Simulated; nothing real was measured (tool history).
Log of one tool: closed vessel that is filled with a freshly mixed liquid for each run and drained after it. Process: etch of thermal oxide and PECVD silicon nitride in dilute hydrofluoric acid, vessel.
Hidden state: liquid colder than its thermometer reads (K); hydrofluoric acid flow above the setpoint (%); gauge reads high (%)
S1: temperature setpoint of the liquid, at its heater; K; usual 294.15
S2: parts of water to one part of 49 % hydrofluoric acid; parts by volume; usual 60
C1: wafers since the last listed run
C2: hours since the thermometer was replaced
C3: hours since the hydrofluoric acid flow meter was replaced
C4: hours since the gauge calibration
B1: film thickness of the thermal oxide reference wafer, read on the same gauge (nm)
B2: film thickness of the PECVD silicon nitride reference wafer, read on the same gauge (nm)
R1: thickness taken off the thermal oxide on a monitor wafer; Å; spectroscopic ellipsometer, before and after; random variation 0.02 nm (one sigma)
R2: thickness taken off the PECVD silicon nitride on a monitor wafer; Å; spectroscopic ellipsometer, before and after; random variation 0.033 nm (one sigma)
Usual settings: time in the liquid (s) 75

{"run": 1, "hour": 0.0, "S1": 294.15, "S2": 60, "time in the liquid (s)": 75, "C1": 0, "C2": 2673.9, "C3": 543.9, "C4": 202.8, "B1": 130.0, "B2": 100.04, "R1": 50.9, "R2": 32.79}
{"run": 2, "hour": 11.3, "S1": 294.15, "S2": 60, "time in the liquid (s)": 75, "C1": 1017, "C2": 2685.2, "C3": 555.2, "C4": 214.1, "B1": 130.01, "B2": 100.017, "R1": 50.8, "R2": 33.18}
{"run": 3, "hour": 20.5, "S1": 294.15, "S2": 60, "time in the liquid (s)": 75, "C1": 828, "C2": 2694.4, "C3": 564.4, "C4": 223.3, "B1": 130.0, "B2": 99.984, "R1": 50.8, "R2": 32.72}
{"run": 4, "hour": 29.8, "S1": 294.15, "S2": 60, "time in the liquid (s)": 75, "C1": 837, "C2": 2703.7, "C3": 573.7, "C4": 232.6, "B1": 130.0, "B2": 100.024, "R1": 51.0, "R2": 32.63}
{"hour": 31.1, "done": "gauge calibrated"}
{"run": 5, "hour": 36.0, "S1": 294.15, "S2": 60, "time in the liquid (s)": 75, "C1": 558, "C2": 2709.9, "C3": 579.9, "C4": 4.9, "B1": 130.0, "B2": 99.98, "R1": 50.9, "R2": 32.48}
{"run": 6, "hour": 42.6, "S1": 294.15, "S2": 60, "time in the liquid (s)": 75, "C1": 594, "C2": 2716.5, "C3": 586.5, "C4": 11.5, "B1": 129.99, "B2": 99.954, "R1": 51.1, "R2": 32.84}
{"run": 7, "hour": 59.5, "S1": 294.15, "S2": 60, "time in the liquid (s)": 75, "C1": 1521, "C2": 2733.4, "C3": 603.4, "C4": 28.4, "B1": 129.99, "B2": 100.017, "R1": 51.0, "R2": 32.35}
{"hour": 67.5, "done": "thermometer replaced"}
{"run": 8, "hour": 70.9, "S1": 294.15, "S2": 60, "time in the liquid (s)": 75, "C1": 936, "C2": 3.4, "C3": 614.8, "C4": 39.8, "B1": 130.0, "B2": 100.023, "R1": 56.7, "R2": 38.45}
{"run": 9, "hour": 79.9, "S1": 297.65, "S2": 60, "time in the liquid (s)": 115, "C1": 810, "C2": 12.4, "C3": 623.8, "C4": 48.8, "B1": 130.0, "B2": 99.959, "R1": 99.7, "R2": 74.12}
{"run": 10, "hour": 87.9, "S1": 297.65, "S2": 50, "time in the liquid (s)": 65, "C1": 720, "C2": 20.4, "C3": 631.8, "C4": 56.8, "B1": 130.0, "B2": 100.004, "R1": 68.3, "R2": 50.55}
{"run": 11, "hour": 105.5, "S1": 294.15, "S2": 60, "time in the liquid (s)": 75, "C1": 1584, "C2": 38.0, "C3": 649.4, "C4": 74.4, "B1": 130.01, "B2": 99.984, "R1": 56.4, "R2": 38.83}
{"run": 12, "hour": 112.1, "S1": 294.15, "S2": 60, "time in the liquid (s)": 75, "C1": 594, "C2": 44.6, "C3": 656.0, "C4": 81.0, "B1": 129.98, "B2": 99.999, "R1": 56.6, "R2": 38.08}
{"run": 13, "hour": 121.3, "S1": 294.15, "S2": 70, "time in the liquid (s)": 75, "C1": 828, "C2": 53.8, "C3": 665.2, "C4": 90.2, "B1": 129.99, "B2": 99.934, "R1": 47.9, "R2": 33.41}
{"run": 14, "hour": 137.3, "S1": 297.15, "S2": 60, "time in the liquid (s)": 95, "C1": 1440, "C2": 69.8, "C3": 681.2, "C4": 106.2, "B1": 129.99, "B2": 99.996, "R1": 80.8, "R2": 60.09}
{"run": 15, "hour": 147.2, "S1": 291.15, "S2": 60, "time in the liquid (s)": 75, "C1": 891, "C2": 79.7, "C3": 691.1, "C4": 116.1, "B1": 129.99, "B2": 100.027, "R1": 49.6, "R2": 31.01}
{"run": 16, "hour": 155.1, "S1": 294.15, "S2": 60, "time in the liquid (s)": 75, "C1": 711, "C2": 87.6, "C3": 699.0, "C4": 124.0, "B1": 129.99, "B2": 99.972, "R1": 56.4, "R2": 38.05}
{"run": 17, "hour": 172.3, "S1": 296.15, "S2": 45, "time in the liquid (s)": 75, "C1": 1548, "C2": 104.8, "C3": 716.2, "C4": 141.2, "B1": 130.0, "B2": 99.971, "R1": 83.9, "R2": 58.62}
{"run": 18, "hour": 179.0, "S1": 294.15, "S2": 35, "time in the liquid (s)": 75, "C1": 603, "C2": 111.5, "C3": 722.9, "C4": 147.9, "B1": 130.01, "B2": 100.017, "R1": 99.5, "R2": 64.82}
{"hour": 186.4, "done": "hydrofluoric acid flow meter replaced"}
{"run": 19, "hour": 190.5, "S1": 294.15, "S2": 60, "time in the liquid (s)": 90, "C1": 945, "C2": 123.0, "C3": 4.1, "C4": 159.4, "B1": 130.01, "B2": 100.006, "R1": 65.3, "R2": 44.66}
{"run": 20, "hour": 200.6, "S1": 294.15, "S2": 60, "time in the liquid (s)": 75, "C1": 909, "C2": 133.1, "C3": 14.2, "C4": 169.5, "B1": 129.99, "B2": 100.008, "R1": 54.4, "R2": 36.41}
{"run": 21, "hour": 209.6, "S1": 298.65, "S2": 50, "time in the liquid (s)": 100, "C1": 810, "C2": 142.1, "C3": 23.2, "C4": 178.5, "B1": 130.01, "B2": 100.008, "R1": 106.2, "R2": 80.96}
{"run": 22, "hour": 226.6, "S1": 294.15, "S2": 75, "time in the liquid (s)": 75, "C1": 1530, "C2": 159.1, "C3": 40.2, "C4": 195.5, "B1": 130.0, "B2": 100.004, "R1": 42.7, "R2": 29.92}
{"run": 23, "hour": 235.3, "S1": 296.65, "S2": 60, "time in the liquid (s)": 75, "C1": 783, "C2": 167.8, "C3": 48.9, "C4": 204.2, "B1": 130.01, "B2": 100.015, "R1": 60.5, "R2": 44.23}
{"run": 24, "hour": 247.1, "S1": 294.15, "S2": 85, "time in the liquid (s)": 75, "C1": 1062, "C2": 179.6, "C3": 60.7, "C4": 216.0, "B1": 129.99, "B2": 100.004, "R1": 37.3, "R2": 26.56}
{"run": 25, "hour": 253.8, "S1": 294.15, "S2": 90, "time in the liquid (s)": 75, "C1": 603, "C2": 186.3, "C3": 67.4, "C4": 222.7, "B1": 129.98, "B2": 99.965, "R1": 35.1, "R2": 25.36}
{"run": 26, "hour": 267.0, "S1": 297.15, "S2": 75, "time in the liquid (s)": 60, "C1": 1188, "C2": 199.5, "C3": 80.6, "C4": 235.9, "B1": 130.01, "B2": 100.023, "R1": 38.5, "R2": 28.93}

Forecast each of these 4 alternatives for the next run:
{"run": "A", "hour": 267.7, "S1": 292.65, "S2": 60, "time in the liquid (s)": 75, "C1": 63, "C2": 200.2, "C3": 81.3, "C4": 236.6, "B1": "?", "B2": "?", "R1": "?", "R2": "?"}
{"run": "B", "hour": 267.7, "S1": 290.15, "S2": 45, "time in the liquid (s)": 75, "C1": 63, "C2": 200.2, "C3": 81.3, "C4": 236.6, "B1": "?", "B2": "?", "R1": "?", "R2": "?"}
{"run": "C", "hour": 267.7, "S1": 291.15, "S2": 40, "time in the liquid (s)": 120, "C1": 63, "C2": 200.2, "C3": 81.3, "C4": 236.6, "B1": "?", "B2": "?", "R1": "?", "R2": "?"}
{"run": "D", "hour": 267.7, "S1": 297.15, "S2": 60, "time in the liquid (s)": 75, "C1": 63, "C2": 200.2, "C3": 81.3, "C4": 236.6, "B1": "?", "B2": "?", "R1": "?", "R2": "?"}

run=A B1=129.99 B2=100.038 R1=51.0 R2=33.39
run=B B1=129.99 B2=100.038 R1=62.2 R2=37.01
run=C B1=129.99 B2=100.038 R1=117.5 R2=71.25
run=D B1=129.99 B2=100.038 R1=61.6 R2=45.43
Without the tool's hidden state the same runs would have given:
run=A R1=51.4 R2=33.88
run=B R1=62.6 R2=37.57
run=C R1=118.4 R2=72.31
run=D R1=62.0 R2=46.06
